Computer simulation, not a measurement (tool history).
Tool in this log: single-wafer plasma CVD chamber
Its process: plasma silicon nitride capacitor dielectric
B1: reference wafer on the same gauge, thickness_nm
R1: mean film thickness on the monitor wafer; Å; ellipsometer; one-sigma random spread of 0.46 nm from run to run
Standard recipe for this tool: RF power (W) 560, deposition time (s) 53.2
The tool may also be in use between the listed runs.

run 1 hour=0.0 | RF_power_(W)=560 deposition_time_(s)=46.3 | B1=92.355 | R1=702.89
run 2 hour=70.1 | RF_power_(W)=560 deposition_time_(s)=46.3 | B1=92.224 | R1=692.13
run 3 hour=144.9 | RF_power_(W)=560 deposition_time_(s)=53.2 | B1=92.406 | R1=801.75
-- hour=174.4 RF generator calibrated
run 4 hour=215.9 | RF_power_(W)=560 deposition_time_(s)=53.2 | B1=92.183 | R1=797.35
run 5 hour=277.9 | RF_power_(W)=480 deposition_time_(s)=49.4 | B1=92.300 | R1=717.92
run 6 hour=323.8 | RF_power_(W)=560 deposition_time_(s)=45.9 | B1=92.281 | R1=693.90
run 7 hour=430.3 | RF_power_(W)=560 deposition_time_(s)=45.9 | B1=92.408 | R1=691.65
run 8 hour=521.4 | RF_power_(W)=560 deposition_time_(s)=45.9 | B1=92.314 | R1=686.60
run 9 hour=563.8 | RF_power_(W)=485 deposition_time_(s)=53.2 | B1=92.383 | R1=781.18
run 10 hour=609.6 | RF_power_(W)=560 deposition_time_(s)=53.2 | B1=92.389 | R1=800.37
run 11 hour=679.1 | RF_power_(W)=560 deposition_time_(s)=53.2 | B1=92.226 | R1=792.13
run 12 hour=775.0 | RF_power_(W)=560 deposition_time_(s)=53.2 | B1=92.250 | R1=804.90
run 13 hour=816.2 | RF_power_(W)=560 deposition_time_(s)=53.2 | B1=92.540 | R1=797.67
run 14 hour=868.2 | RF_power_(W)=640 deposition_time_(s)=46.3 | B1=92.453 | R1=713.07
-- hour=1104.2 showerhead replaced
run 15 hour=1162.5 | RF_power_(W)=640 deposition_time_(s)=46.3 | B1=92.160 | R1=715.94
-- hour=1191.9 gauge calibrated
run 16 hour=1226.9 | RF_power_(W)=600 deposition_time_(s)=53.2 | B1=92.215 | R1=807.35
run 17 hour=1496.7 | RF_power_(W)=600 deposition_time_(s)=53.2 | B1=92.273 | R1=811.33
-- hour=1541.7 RF generator calibrated
run 18 hour=1542.2 | RF_power_(W)=455 deposition_time_(s)=58.2 | B1=92.374 | R1=847.67
run 19 hour=1745.9 | RF_power_(W)=505 deposition_time_(s)=53.2 | B1=92.233 | R1=779.30
run 20 hour=1824.8 | RF_power_(W)=560 deposition_time_(s)=48.0 | B1=92.236 | R1=719.03
run 21 hour=1907.4 | RF_power_(W)=515 deposition_time_(s)=53.2 | B1=92.331 | R1=787.05
run 22 hour=2014.9 | RF_power_(W)=560 deposition_time_(s)=53.2 | B1=92.453 | R1=797.50
run 23 hour=2080.1 | RF_power_(W)=530 deposition_time_(s)=61.5 | B1=92.407 | R1=917.68
run 24 hour=2117.5 | RF_power_(W)=560 deposition_time_(s)=53.2 | B1=92.265 | R1=802.38
run 25 hour=2350.5 | RF_power_(W)=560 deposition_time_(s)=53.2 | B1=92.360 | R1=801.25
run 26 hour=2395.8 | RF_power_(W)=560 deposition_time_(s)=48.0 | B1=92.247 | R1=721.36
run 27 hour=2497.8 | RF_power_(W)=560 deposition_time_(s)=53.2 | B1=92.472 | R1=808.28
run 28 hour=2563.5 | RF_power_(W)=560 deposition_time_(s)=58.8 | B1=92.483 | R1=880.13
run 29 hour=2631.4 | RF_power_(W)=650 deposition_time_(s)=45.2 | B1=92.561 | R1=699.44
run 30 hour=2683.8 | RF_power_(W)=590 deposition_time_(s)=62.5 | B1=92.488 | R1=953.52
run 31 hour=2761.7 | RF_power_(W)=590 deposition_time_(s)=58.4 | B1=92.562 | R1=885.00
-- hour=2794.5 RF generator calibrated
-- hour=2819.0 gauge calibrated
run 32 hour=2821.3 | RF_power_(W)=490 deposition_time_(s)=60.1 | B1=92.497 | R1=879.98
run 33 hour=2895.3 | RF_power_(W)=610 deposition_time_(s)=53.2 | B1=92.607 | R1=814.69
run 34 hour=3001.3 | RF_power_(W)=660 deposition_time_(s)=62.5 | B1=92.366 | R1=960.40

3 ways to go on from here, each from the tool as it stands after run 34. What would each give?
run A hour=3001.7 | RF_power_(W)=560 deposition_time_(s)=53.2 | B1=? | R1=?
run B hour=3001.7 | RF_power_(W)=670 deposition_time_(s)=59.1 | B1=? | R1=?
run C hour=3001.7 | RF_power_(W)=480 deposition_time_(s)=59.9 | B1=? | R1=?

run=A B1=92.446 R1=799.65
run=B B1=92.446 R1=920.94
run=C B1=92.446 R1=874.42
With the hidden condition removed and each run's random variation left untouched, the same runs would have given:
run=A R1=799.65
run=B R1=920.94
run=C R1=874.42
